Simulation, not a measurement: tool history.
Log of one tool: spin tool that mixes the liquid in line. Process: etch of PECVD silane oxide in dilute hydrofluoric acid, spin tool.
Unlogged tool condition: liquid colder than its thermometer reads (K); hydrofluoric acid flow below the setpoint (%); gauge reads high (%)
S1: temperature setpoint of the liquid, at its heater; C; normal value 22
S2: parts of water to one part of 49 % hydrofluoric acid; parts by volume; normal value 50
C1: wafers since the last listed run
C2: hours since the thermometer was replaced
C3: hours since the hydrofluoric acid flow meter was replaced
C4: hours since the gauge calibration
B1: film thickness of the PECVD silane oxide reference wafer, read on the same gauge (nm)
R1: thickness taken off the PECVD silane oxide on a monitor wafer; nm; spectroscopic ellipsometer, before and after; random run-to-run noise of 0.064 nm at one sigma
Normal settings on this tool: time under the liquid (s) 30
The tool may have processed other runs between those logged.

run 1 hour=0 | S1=22 S2=50 time_under_the_liquid_(s)=30 | C1=0 C2=1439.7 C3=713.3 C4=330.3 | B1=140.02 | R1=17.61
run 2 hour=54.1 | S1=22 S2=50 time_under_the_liquid_(s)=30 | C1=1013 C2=1493.8 C3=767.4 C4=384.4 | B1=139.98 | R1=17.39
run 3 hour=128.7 | S1=22 S2=50 time_under_the_liquid_(s)=30 | C1=1396 C2=1568.4 C3=842 C4=459 | B1=140.02 | R1=17.33
run 4 hour=216.1 | S1=22 S2=50 time_under_the_liquid_(s)=30 | C1=1636 C2=1655.8 C3=929.4 C4=546.4 | B1=140.04 | R1=17.28
run 5 hour=278.4 | S1=22 S2=50 time_under_the_liquid_(s)=30 | C1=1166 C2=1718.1 C3=991.7 C4=608.7 | B1=140.01 | R1=17.24
run 6 hour=366.3 | S1=22 S2=50 time_under_the_liquid_(s)=30 | C1=1645 C2=1806 C3=1079.6 C4=696.6 | B1=140.03 | R1=17.37
run 7 hour=458.1 | S1=22 S2=50 time_under_the_liquid_(s)=30 | C1=1719 C2=1897.8 C3=1171.4 C4=788.4 | B1=140.01 | R1=17.23
run 8 hour=502.7 | S1=22 S2=50 time_under_the_liquid_(s)=30 | C1=835 C2=1942.4 C3=1216 C4=833 | B1=140.02 | R1=17.09
run 9 hour=599.3 | S1=22 S2=50 time_under_the_liquid_(s)=30 | C1=1808 C2=2039 C3=1312.6 C4=929.6 | B1=140.05 | R1=17.05
-- hour=666.3 gauge calibrated
run 10 hour=705 | S1=22 S2=50 time_under_the_liquid_(s)=30 | C1=1979 C2=2144.7 C3=1418.3 C4=38.7 | B1=140.03 | R1=16.97
-- hour=786.3 hydrofluoric acid flow meter replaced
run 11 hour=802.6 | S1=25.5 S2=35 time_under_the_liquid_(s)=15 | C1=1808 C2=2242.3 C3=16.3 C4=136.3 | B1=139.99 | R1=14.98
run 12 hour=886.8 | S1=20.5 S2=30 time_under_the_liquid_(s)=30 | C1=1576 C2=2326.5 C3=100.5 C4=220.5 | B1=140.07 | R1=28.27
-- hour=924.6 thermometer replaced
run 13 hour=985.6 | S1=22 S2=50 time_under_the_liquid_(s)=50 | C1=1831 C2=61 C3=199.3 C4=319.3 | B1=140 | R1=30.12
run 14 hour=1091 | S1=22 S2=50 time_under_the_liquid_(s)=30 | C1=1973 C2=166.4 C3=304.7 C4=424.7 | B1=140.04 | R1=17.95
run 15 hour=1175.5 | S1=24.5 S2=45 time_under_the_liquid_(s)=15 | C1=1582 C2=250.9 C3=389.2 C4=509.2 | B1=140 | R1=11.1
run 16 hour=1245.6 | S1=22 S2=40 time_under_the_liquid_(s)=30 | C1=1312 C2=321 C3=459.3 C4=579.3 | B1=140.01 | R1=22.56
run 17 hour=1295 | S1=25.5 S2=35 time_under_the_liquid_(s)=15 | C1=925 C2=370.4 C3=508.7 C4=628.7 | B1=139.99 | R1=15.06
run 18 hour=1371.5 | S1=22 S2=60 time_under_the_liquid_(s)=15 | C1=1432 C2=446.9 C3=585.2 C4=705.2 | B1=140.03 | R1=7.32
run 19 hour=1638.8 | S1=22 S2=70 time_under_the_liquid_(s)=15 | C1=5005 C2=714.2 C3=852.5 C4=972.5 | B1=140.03 | R1=6.15
run 20 hour=1686.5 | S1=25.5 S2=30 time_under_the_liquid_(s)=20 | C1=893 C2=761.9 C3=900.2 C4=1020.2 | B1=140.01 | R1=23.1

Here are 5 independent what-if runs from the current tool condition. What would each one return?
run A hour=1686.9 | S1=17.5 S2=50 time_under_the_liquid_(s)=30 | C1=7 C2=762.3 C3=900.6 C4=1020.6 | B1=? | R1=?
run B hour=1686.9 | S1=22 S2=50 time_under_the_liquid_(s)=40 | C1=7 C2=762.3 C3=900.6 C4=1020.6 | B1=? | R1=?
run C hour=1686.9 | S1=22 S2=50 time_under_the_liquid_(s)=45 | C1=7 C2=762.3 C3=900.6 C4=1020.6 | B1=? | R1=?
run D hour=1686.9 | S1=22 S2=60 time_under_the_liquid_(s)=30 | C1=7 C2=762.3 C3=900.6 C4=1020.6 | B1=? | R1=?
run E hour=1686.9 | S1=18 S2=50 time_under_the_liquid_(s)=30 | C1=7 C2=762.3 C3=900.6 C4=1020.6 | B1=? | R1=?

run=A B1=140.05 R1=14.57
run=B B1=140.05 R1=23.53
run=C B1=140.05 R1=26.47
run=D B1=140.05 R1=14.52
run=E B1=140.05 R1=14.89
Without the tool's hidden state the same runs would have given:
run=A R1=15.13
run=B R1=24.44
run=C R1=27.49
run=D R1=15.08
run=E R1=15.46
